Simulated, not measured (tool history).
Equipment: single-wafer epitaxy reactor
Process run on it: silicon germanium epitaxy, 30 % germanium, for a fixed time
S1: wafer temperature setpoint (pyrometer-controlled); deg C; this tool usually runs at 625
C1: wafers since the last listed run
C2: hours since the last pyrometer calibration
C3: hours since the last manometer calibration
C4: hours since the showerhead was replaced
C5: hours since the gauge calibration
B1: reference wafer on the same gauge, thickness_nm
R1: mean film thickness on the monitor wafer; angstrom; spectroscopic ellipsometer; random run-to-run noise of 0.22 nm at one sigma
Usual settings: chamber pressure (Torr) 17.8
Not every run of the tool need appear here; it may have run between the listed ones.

{"run": 1, "day": 0.0, "S1": 625, "chamber pressure (Torr)": 14.3, "C1": 0, "C2": 1624.8, "C3": 630.6, "C4": 7037.2, "C5": 154.5, "B1": 71.364, "R1": 720.48}
{"run": 2, "day": 1.25, "S1": 632, "chamber pressure (Torr)": 17.8, "C1": 594, "C2": 1654.8, "C3": 660.6, "C4": 7067.2, "C5": 184.5, "B1": 71.389, "R1": 843.31}
{"run": 3, "day": 2.192, "S1": 632, "chamber pressure (Torr)": 17.8, "C1": 447, "C2": 1677.4, "C3": 683.2, "C4": 7089.8, "C5": 207.1, "B1": 71.357, "R1": 850.13}
{"day": 3.275, "done": "gauge calibrated"}
{"run": 4, "day": 3.467, "S1": 625, "chamber pressure (Torr)": 19.2, "C1": 605, "C2": 1708.0, "C3": 713.8, "C4": 7120.4, "C5": 4.6, "B1": 71.415, "R1": 775.32}
{"run": 5, "day": 4.271, "S1": 625, "chamber pressure (Torr)": 19.2, "C1": 382, "C2": 1727.3, "C3": 733.1, "C4": 7139.7, "C5": 23.9, "B1": 71.362, "R1": 775.54}
{"run": 6, "day": 5.35, "S1": 625, "chamber pressure (Torr)": 19.2, "C1": 512, "C2": 1753.2, "C3": 759.0, "C4": 7165.6, "C5": 49.8, "B1": 71.455, "R1": 772.58}
{"run": 7, "day": 6.275, "S1": 618, "chamber pressure (Torr)": 15.8, "C1": 439, "C2": 1775.4, "C3": 781.2, "C4": 7187.8, "C5": 72.0, "B1": 71.406, "R1": 658.7}
{"run": 8, "day": 7.471, "S1": 620, "chamber pressure (Torr)": 19.2, "C1": 568, "C2": 1804.1, "C3": 809.9, "C4": 7216.5, "C5": 100.7, "B1": 71.328, "R1": 712.66}
{"run": 9, "day": 8.358, "S1": 620, "chamber pressure (Torr)": 19.2, "C1": 421, "C2": 1825.4, "C3": 831.2, "C4": 7237.8, "C5": 122.0, "B1": 71.448, "R1": 717.1}
{"day": 10.996, "done": "pyrometer calibrated"}
{"run": 10, "day": 11.017, "S1": 625, "chamber pressure (Torr)": 17.8, "C1": 1105, "C2": 0.5, "C3": 895.0, "C4": 7301.6, "C5": 185.8, "B1": 71.335, "R1": 817.57}
{"run": 11, "day": 11.762, "S1": 625, "chamber pressure (Torr)": 21.2, "C1": 354, "C2": 18.4, "C3": 912.9, "C4": 7319.5, "C5": 203.7, "B1": 71.441, "R1": 864.95}
{"day": 12.6, "done": "capacitance manometer re-zeroed and calibrated"}
{"day": 12.992, "done": "showerhead replaced, of another model than before"}
{"run": 12, "day": 13.012, "S1": 634, "chamber pressure (Torr)": 15.9, "C1": 277, "C2": 48.4, "C3": 9.9, "C4": 0.5, "C5": 233.7, "B1": 71.402, "R1": 883.9}
{"day": 14.079, "done": "gauge calibrated"}
{"run": 13, "day": 14.162, "S1": 632, "chamber pressure (Torr)": 17.8, "C1": 546, "C2": 76.0, "C3": 37.5, "C4": 28.1, "C5": 2.0, "B1": 71.399, "R1": 907.92}
{"run": 14, "day": 15.146, "S1": 625, "chamber pressure (Torr)": 17.8, "C1": 467, "C2": 99.6, "C3": 61.1, "C4": 51.7, "C5": 25.6, "B1": 71.411, "R1": 816.49}
{"run": 15, "day": 15.733, "S1": 625, "chamber pressure (Torr)": 15.4, "C1": 279, "C2": 113.7, "C3": 75.2, "C4": 65.8, "C5": 39.7, "B1": 71.408, "R1": 758.92}
{"run": 16, "day": 17.067, "S1": 630, "chamber pressure (Torr)": 22.0, "C1": 633, "C2": 145.7, "C3": 107.2, "C4": 97.8, "C5": 71.7, "B1": 71.275, "R1": 977.28}
{"run": 17, "day": 18.504, "S1": 625, "chamber pressure (Torr)": 17.8, "C1": 683, "C2": 180.2, "C3": 141.7, "C4": 132.3, "C5": 106.2, "B1": 71.32, "R1": 814.75}
{"run": 18, "day": 19.046, "S1": 636, "chamber pressure (Torr)": 15.1, "C1": 257, "C2": 193.2, "C3": 154.7, "C4": 145.3, "C5": 119.2, "B1": 71.366, "R1": 883.6}
{"run": 19, "day": 20.196, "S1": 616, "chamber pressure (Torr)": 14.5, "C1": 546, "C2": 220.8, "C3": 182.3, "C4": 172.9, "C5": 146.8, "B1": 71.452, "R1": 634.71}

Each row is a separate what-if for the run after 19, all from the same tool condition, not one after another. Results?
{"run": "A", "day": 20.212, "S1": 625, "chamber pressure (Torr)": 17.8, "C1": 7, "C2": 221.2, "C3": 182.7, "C4": 173.3, "C5": 147.2, "B1": "?", "R1": "?"}
{"run": "B", "day": 20.212, "S1": 635, "chamber pressure (Torr)": 17.8, "C1": 7, "C2": 221.2, "C3": 182.7, "C4": 173.3, "C5": 147.2, "B1": "?", "R1": "?"}
{"run": "C", "day": 20.212, "S1": 625, "chamber pressure (Torr)": 21.5, "C1": 7, "C2": 221.2, "C3": 182.7, "C4": 173.3, "C5": 147.2, "B1": "?", "R1": "?"}

run=A B1=71.273 R1=814.29
run=B B1=71.273 R1=946.57
run=C B1=71.273 R1=893.90
Without the tool's hidden state the same runs would have given:
run=A R1=817.62
run=B R1=950.36
run=C R1=897.55

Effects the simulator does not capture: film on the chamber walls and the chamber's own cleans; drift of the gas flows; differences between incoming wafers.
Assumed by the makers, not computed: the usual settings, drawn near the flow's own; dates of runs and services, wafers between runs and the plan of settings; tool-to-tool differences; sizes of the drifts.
